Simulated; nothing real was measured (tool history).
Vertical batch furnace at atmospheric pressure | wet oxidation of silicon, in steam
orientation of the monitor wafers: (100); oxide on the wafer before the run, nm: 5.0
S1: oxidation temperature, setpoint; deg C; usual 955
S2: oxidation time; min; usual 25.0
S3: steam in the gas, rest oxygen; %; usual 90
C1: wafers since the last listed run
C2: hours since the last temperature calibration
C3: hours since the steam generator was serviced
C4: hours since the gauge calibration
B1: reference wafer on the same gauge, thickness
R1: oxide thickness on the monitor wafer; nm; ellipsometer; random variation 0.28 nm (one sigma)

run   hour   S1    S2  S3    C1      C2      C3     C4      B1      R1
  1    0.0  955  25.0  97     0  2590.1  1734.8  343.7  124.11  128.43
  2   21.6  955  25.0  97   327  2611.7  1756.4  365.3  123.99  128.44
  3   40.6  955  25.0  90   288  2630.7  1775.4  384.3  124.02  120.64
  4   59.0  955  25.0  90   279  2649.1  1793.8  402.7  124.00  120.37
  5   76.4  955  25.0  90   263  2666.5  1811.2  420.1  124.00  120.46
  6   95.0  955  25.0  90   282  2685.1  1829.8  438.7  124.10  120.61
  7  115.5  955  25.0  90   310  2705.6  1850.3  459.2  124.00  120.47
  8  135.7  955  25.0  90   306  2725.8  1870.5  479.4  124.02  120.16
  9  228.3  968  25.0  90  1404  2818.4  1963.1  572.0  123.97  138.91
 10  262.2  955  25.0  90   514  2852.3  1997.0  605.9  123.95  119.71
 11  277.8  955  25.0  90   236  2867.9  2012.6  621.5  123.94  119.40
 12  296.2  972  25.0  90   279  2886.3  2031.0  639.9  123.96  144.01
     338.0  -- steam generator serviced
 13  338.5  955  25.0  95   277  2928.6     0.5  682.2  123.99  131.33
 14  355.5  955  25.0  90   257  2945.6    17.5  699.2  124.02  125.21
 15  388.2  955  13.5  97   495  2978.3    50.2  731.9  124.04   79.03
     439.5  -- thermocouples replaced and temperature profile calibrated
 16  440.0  930  21.5  97   421     0.5   102.0  783.7  124.03   88.18
 17  444.4  976  25.0  97    66     4.9   106.4  788.1  123.97  166.25
 18  454.2  934  25.0  90   148    14.7   116.2  797.9  123.99   98.86
 19  470.4  936  25.0  96   245    30.9   132.4  814.1  123.99  106.95
 20  483.3  972  25.0  90   195    43.8   145.3  827.0  123.97  149.61
 21  508.3  980  30.0  90   379    68.8   170.3  852.0  124.03  188.24
     560.8  -- gauge calibrated
 22  588.6  974  37.0  96  1217   149.1   250.6   27.8  123.94  219.60
 23  611.7  948  25.0  83   350   172.2   273.7   50.9  123.97  107.52
 24  635.4  955  25.0  90   359   195.9   297.4   74.6  124.05  124.27
 25  668.6  972  25.0  90   503   229.1   330.6  107.8  123.99  149.84
 26  685.7  955  25.0  90   259   246.2   347.7  124.9  123.97  124.72
 27  711.8  955  25.0  78   395   272.3   373.8  151.0  124.05  110.07
 28  735.7  961  25.0  90   362   296.2   397.7  174.9  124.00  132.47
 29  817.8  976  25.0  90  1245   378.3   479.8  257.0  123.94  155.20

3 ways to go on from here, each from the tool as it stands after run 29. What would each give?
  A  822.3  955  25.0  90  68  382.8  484.3  261.5   ?   ?
  B  822.3  955  22.0  90  68  382.8  484.3  261.5   ?   ?
  C  822.3  949  30.5  90  68  382.8  484.3  261.5   ?   ?

run      B1      R1
  A  123.97  124.04
  B  123.97  111.40
  C  123.97  136.97
Without the tool's hidden state the same runs would have given:
run      R1
  A  125.48
  B  112.70
  C  138.55
